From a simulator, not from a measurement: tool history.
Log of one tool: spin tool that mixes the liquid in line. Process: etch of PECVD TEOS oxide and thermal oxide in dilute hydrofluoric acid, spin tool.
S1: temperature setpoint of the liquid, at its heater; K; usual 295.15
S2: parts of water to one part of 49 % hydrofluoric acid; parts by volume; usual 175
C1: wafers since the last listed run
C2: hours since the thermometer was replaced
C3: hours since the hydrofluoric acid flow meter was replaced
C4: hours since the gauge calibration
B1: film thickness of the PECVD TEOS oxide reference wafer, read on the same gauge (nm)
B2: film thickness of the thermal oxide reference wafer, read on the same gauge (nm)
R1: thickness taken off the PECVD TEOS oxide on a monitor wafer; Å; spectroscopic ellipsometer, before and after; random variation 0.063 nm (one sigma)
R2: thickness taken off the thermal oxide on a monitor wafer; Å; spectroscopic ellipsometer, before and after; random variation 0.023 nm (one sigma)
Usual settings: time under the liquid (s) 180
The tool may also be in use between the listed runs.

run 1 day=0 | S1=295.15 S2=175 time_under_the_liquid_(s)=180 | C1=0 C2=1232.1 C3=1014 C4=677.3 | B1=60.01 B2=99.98 | R1=153 R2=48
run 2 day=2.012 | S1=295.15 S2=175 time_under_the_liquid_(s)=180 | C1=391 C2=1280.4 C3=1062.3 C4=725.6 | B1=60 B2=99.981 | R1=152.5 R2=48.11
run 3 day=4.067 | S1=295.15 S2=175 time_under_the_liquid_(s)=180 | C1=399 C2=1329.7 C3=1111.6 C4=774.9 | B1=60.01 B2=100.014 | R1=152.2 R2=48.53
run 4 day=5.783 | S1=295.15 S2=175 time_under_the_liquid_(s)=180 | C1=334 C2=1370.9 C3=1152.8 C4=816.1 | B1=60.02 B2=100.003 | R1=153.2 R2=48.42
run 5 day=8.683 | S1=295.15 S2=175 time_under_the_liquid_(s)=180 | C1=564 C2=1440.5 C3=1222.4 C4=885.7 | B1=59.98 B2=99.995 | R1=153.9 R2=49.01
run 6 day=11.462 | S1=291.15 S2=215 time_under_the_liquid_(s)=240 | C1=541 C2=1507.2 C3=1289.1 C4=952.4 | B1=59.99 B2=100.017 | R1=137.6 R2=44.14
run 7 day=13.788 | S1=298.65 S2=225 time_under_the_liquid_(s)=265 | C1=452 C2=1563 C3=1344.9 C4=1008.2 | B1=59.99 B2=99.992 | R1=190.7 R2=61.38
run 8 day=16.35 | S1=290.65 S2=175 time_under_the_liquid_(s)=180 | C1=498 C2=1624.5 C3=1406.4 C4=1069.7 | B1=60 B2=99.998 | R1=131.4 R2=41.45
-- day=16.629 hydrofluoric acid flow meter replaced
run 9 day=19.267 | S1=297.65 S2=130 time_under_the_liquid_(s)=120 | C1=559 C2=1694.5 C3=63.3 C4=1139.7 | B1=60.01 B2=99.978 | R1=152.6 R2=48.46
-- day=20.821 gauge calibrated
run 10 day=21.192 | S1=295.15 S2=175 time_under_the_liquid_(s)=180 | C1=374 C2=1740.7 C3=109.5 C4=8.9 | B1=60 B2=100.025 | R1=148.1 R2=46.75
run 11 day=23.217 | S1=295.15 S2=110 time_under_the_liquid_(s)=215 | C1=394 C2=1789.3 C3=158.1 C4=57.5 | B1=60 B2=100.007 | R1=304.1 R2=95.82
-- day=27.504 thermometer replaced
run 12 day=27.525 | S1=291.65 S2=175 time_under_the_liquid_(s)=280 | C1=830 C2=0.5 C3=261.5 C4=160.9 | B1=59.99 B2=100.007 | R1=196.7 R2=62.26
run 13 day=28.912 | S1=290.65 S2=220 time_under_the_liquid_(s)=180 | C1=270 C2=33.8 C3=294.8 C4=194.2 | B1=59.99 B2=100.014 | R1=93.3 R2=29.36
run 14 day=31.658 | S1=296.65 S2=125 time_under_the_liquid_(s)=285 | C1=534 C2=99.7 C3=360.7 C4=260.1 | B1=59.99 B2=100.019 | R1=361.2 R2=113.57
run 15 day=33.346 | S1=295.15 S2=175 time_under_the_liquid_(s)=180 | C1=328 C2=140.2 C3=401.2 C4=300.6 | B1=59.99 B2=99.976 | R1=145.7 R2=46.16
run 16 day=34.9 | S1=295.15 S2=110 time_under_the_liquid_(s)=215 | C1=302 C2=177.5 C3=438.5 C4=337.9 | B1=60.01 B2=100.015 | R1=296.1 R2=94.86
run 17 day=36.738 | S1=297.15 S2=200 time_under_the_liquid_(s)=215 | C1=357 C2=221.6 C3=482.6 C4=382 | B1=60 B2=99.999 | R1=161.6 R2=50.6
run 18 day=39.021 | S1=295.15 S2=175 time_under_the_liquid_(s)=180 | C1=444 C2=276.4 C3=537.4 C4=436.8 | B1=59.97 B2=99.993 | R1=146.2 R2=46.59
run 19 day=41.75 | S1=295.15 S2=175 time_under_the_liquid_(s)=180 | C1=531 C2=341.9 C3=602.9 C4=502.3 | B1=60.01 B2=99.993 | R1=146.4 R2=46.7
run 20 day=43.125 | S1=291.65 S2=265 time_under_the_liquid_(s)=235 | C1=267 C2=374.9 C3=635.9 C4=535.3 | B1=59.98 B2=99.999 | R1=102.2 R2=32.33
run 21 day=44.825 | S1=295.15 S2=175 time_under_the_liquid_(s)=180 | C1=330 C2=415.7 C3=676.7 C4=576.1 | B1=59.97 B2=99.977 | R1=148.6 R2=46.77
run 22 day=46.021 | S1=295.15 S2=175 time_under_the_liquid_(s)=140 | C1=232 C2=444.4 C3=705.4 C4=604.8 | B1=59.99 B2=100.015 | R1=115 R2=36.5
run 23 day=47.429 | S1=295.15 S2=175 time_under_the_liquid_(s)=180 | C1=274 C2=478.2 C3=739.2 C4=638.6 | B1=59.99 B2=100.003 | R1=149.1 R2=47.22
run 24 day=48.783 | S1=290.15 S2=210 time_under_the_liquid_(s)=110 | C1=263 C2=510.7 C3=771.7 C4=671.1 | B1=59.99 B2=99.983 | R1=60.4 R2=19.05
run 25 day=50.883 | S1=295.15 S2=175 time_under_the_liquid_(s)=180 | C1=408 C2=561.1 C3=822.1 C4=721.5 | B1=60 B2=100.026 | R1=150.3 R2=46.94
run 26 day=52.083 | S1=295.15 S2=215 time_under_the_liquid_(s)=275 | C1=233 C2=589.9 C3=850.9 C4=750.3 | B1=59.99 B2=99.996 | R1=178 R2=56.17
run 27 day=53.808 | S1=295.15 S2=175 time_under_the_liquid_(s)=245 | C1=335 C2=631.3 C3=892.3 C4=791.7 | B1=59.98 B2=99.984 | R1=204.8 R2=64.85

3 ways to go on from here, each from the tool as it stands after run 27. What would each give?
run A day=53.829 | S1=295.15 S2=175 time_under_the_liquid_(s)=180 | C1=4 C2=631.8 C3=892.8 C4=792.2 | B1=? B2=? | R1=? R2=?
run B day=53.829 | S1=295.15 S2=130 time_under_the_liquid_(s)=110 | C1=4 C2=631.8 C3=892.8 C4=792.2 | B1=? B2=? | R1=? R2=?
run C day=53.829 | S1=295.15 S2=120 time_under_the_liquid_(s)=180 | C1=4 C2=631.8 C3=892.8 C4=792.2 | B1=? B2=? | R1=? R2=?

run=A B1=60.01 B2=100.018 R1=149.9 R2=47.98
run=B B1=60.01 B2=100.018 R1=129.4 R2=41.42
run=C B1=60.01 B2=100.018 R1=231.9 R2=74.24
Without the tool's hidden state the same runs would have given:
run=A R1=141 R2=45.12
run=B R1=121.8 R2=38.98
run=C R1=218.4 R2=69.89
